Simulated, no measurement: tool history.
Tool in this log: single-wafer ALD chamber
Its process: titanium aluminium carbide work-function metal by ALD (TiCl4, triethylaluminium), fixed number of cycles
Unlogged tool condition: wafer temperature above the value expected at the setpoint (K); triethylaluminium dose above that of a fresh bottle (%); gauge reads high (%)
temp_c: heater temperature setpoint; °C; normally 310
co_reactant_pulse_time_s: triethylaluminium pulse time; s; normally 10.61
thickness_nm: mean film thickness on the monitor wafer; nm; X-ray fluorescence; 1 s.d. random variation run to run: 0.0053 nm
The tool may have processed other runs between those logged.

| run | hour | temp_c | co_reactant_pulse_time_s | wafers since the last listed run | hours since the last thermocouple change | hours since the last triethylaluminium bottle change | hours since the showerhead was replaced | hours since the gauge calibration | read-back reference wafer on the same gauge, thickness_nm | thickness_nm |
|---|---|---|---|---|---|---|---|---|---|---|
| 1 | 0 | 310 | 10.61 | 0 | 1408.8 | 938.7 | 2996.9 | 679 | 1.989 | 2.083 |
| 2 | 39 | 310 | 10.61 | 399 | 1447.8 | 977.7 | 3035.9 | 718 | 1.989 | 2.085 |
| 3 | 108.4 | 310 | 10.61 | 710 | 1517.2 | 1047.1 | 3105.3 | 787.4 | 1.99 | 2.087 |
| 4 | 153.6 | 310 | 10.61 | 462 | 1562.4 | 1092.3 | 3150.5 | 832.6 | 1.991 | 2.078 |
| 5 | 195.2 | 310 | 10.61 | 426 | 1604 | 1133.9 | 3192.1 | 874.2 | 1.99 | 2.087 |
| 6 | 262 | 310 | 10.61 | 684 | 1670.8 | 1200.7 | 3258.9 | 941 | 1.991 | 2.077 |
| 7 | 286.1 | 310 | 10.61 | 246 | 1694.9 | 1224.8 | 3283 | 965.1 | 1.99 | 2.084 |
| 8 | 345.5 | 310 | 10.61 | 608 | 1754.3 | 1284.2 | 3342.4 | 1024.5 | 1.99 | 2.078 |
| 9 | 373.4 | 310 | 10.61 | 285 | 1782.2 | 1312.1 | 3370.3 | 1052.4 | 1.99 | 2.077 |
| 10 | 430.5 | 310 | 10.61 | 584 | 1839.3 | 1369.2 | 3427.4 | 1109.5 | 1.989 | 2.077 |
| 11 | 466.4 | 310 | 10.61 | 367 | 1875.2 | 1405.1 | 3463.3 | 1145.4 | 1.99 | 2.083 |
| 12 | 501.9 | 317 | 9.46 | 363 | 1910.7 | 1440.6 | 3498.8 | 1180.9 | 1.99 | 2.108 |
| 13 | 551.7 | 317 | 9.46 | 510 | 1960.5 | 1490.4 | 3548.6 | 1230.7 | 1.989 | 2.106 |
|  | 600 | showerhead replaced |
| 14 | 607.8 | 310 | 6.79 | 492 | 2016.6 | 1546.5 | 7.8 | 1286.8 | 1.99 | 1.993 |
| 15 | 652.5 | 304 | 13.29 | 457 | 2061.3 | 1591.2 | 52.5 | 1331.5 | 1.991 | 2.048 |
| 16 | 698 | 310 | 10.61 | 466 | 2106.8 | 1636.7 | 98 | 1377 | 1.99 | 2.06 |
|  | 716.5 | gauge calibrated |
| 17 | 741.6 | 310 | 10.61 | 446 | 2150.4 | 1680.3 | 141.6 | 25.1 | 1.991 | 2.07 |
| 18 | 810.7 | 304 | 14.13 | 707 | 2219.5 | 1749.4 | 210.7 | 94.2 | 1.99 | 2.047 |
| 19 | 836 | 301 | 14.39 | 259 | 2244.8 | 1774.7 | 236 | 119.5 | 1.991 | 2.034 |
| 20 | 903.2 | 301 | 7.05 | 688 | 2312 | 1841.9 | 303.2 | 186.7 | 1.991 | 1.912 |
|  | 912.2 | triethylaluminium bottle replaced |
| 21 | 929 | 300 | 8.1 | 182 | 2337.8 | 16.8 | 329 | 212.5 | 1.99 | 1.934 |
|  | 943.1 | thermocouple changed; heater temperature recalibrated |
| 22 | 998.5 | 320 | 14.63 | 629 | 55.4 | 86.3 | 398.5 | 282 | 1.992 | 2.226 |
| 23 | 1055.4 | 317 | 6.73 | 582 | 112.3 | 143.2 | 455.4 | 338.9 | 1.99 | 2.076 |
| 24 | 1120 | 317 | 6.73 | 661 | 176.9 | 207.8 | 520 | 403.5 | 1.99 | 2.081 |
| 25 | 1174.2 | 310 | 9.31 | 555 | 231.1 | 262 | 574.2 | 457.7 | 1.99 | 2.087 |
| 26 | 1199 | 321 | 13.44 | 254 | 255.9 | 286.8 | 599 | 482.5 | 1.99 | 2.223 |
| 27 | 1283.9 | 310 | 10.61 | 869 | 340.8 | 371.7 | 683.9 | 567.4 | 1.99 | 2.108 |

3 options for the next run, each taken on its own from the tool as it stands now. Forecast them:
| A | 1284.3 | 301 | 10.61 | 4 | 341.2 | 372.1 | 684.3 | 567.8 | ? | ? |
| B | 1284.3 | 318 | 10.61 | 4 | 341.2 | 372.1 | 684.3 | 567.8 | ? | ? |
| C | 1284.3 | 316 | 10.61 | 4 | 341.2 | 372.1 | 684.3 | 567.8 | ? | ? |

| run | read-back reference wafer on the same gauge, thickness_nm | thickness_nm |
|---|---|---|
| A | 1.99 | 2.043 |
| B | 1.99 | 2.176 |
| C | 1.99 | 2.16 |
With the hidden condition removed and each run's random variation left untouched, the same runs would have given:
| run | thickness_nm |
|---|---|
| A | 2.041 |
| B | 2.173 |
| C | 2.157 |
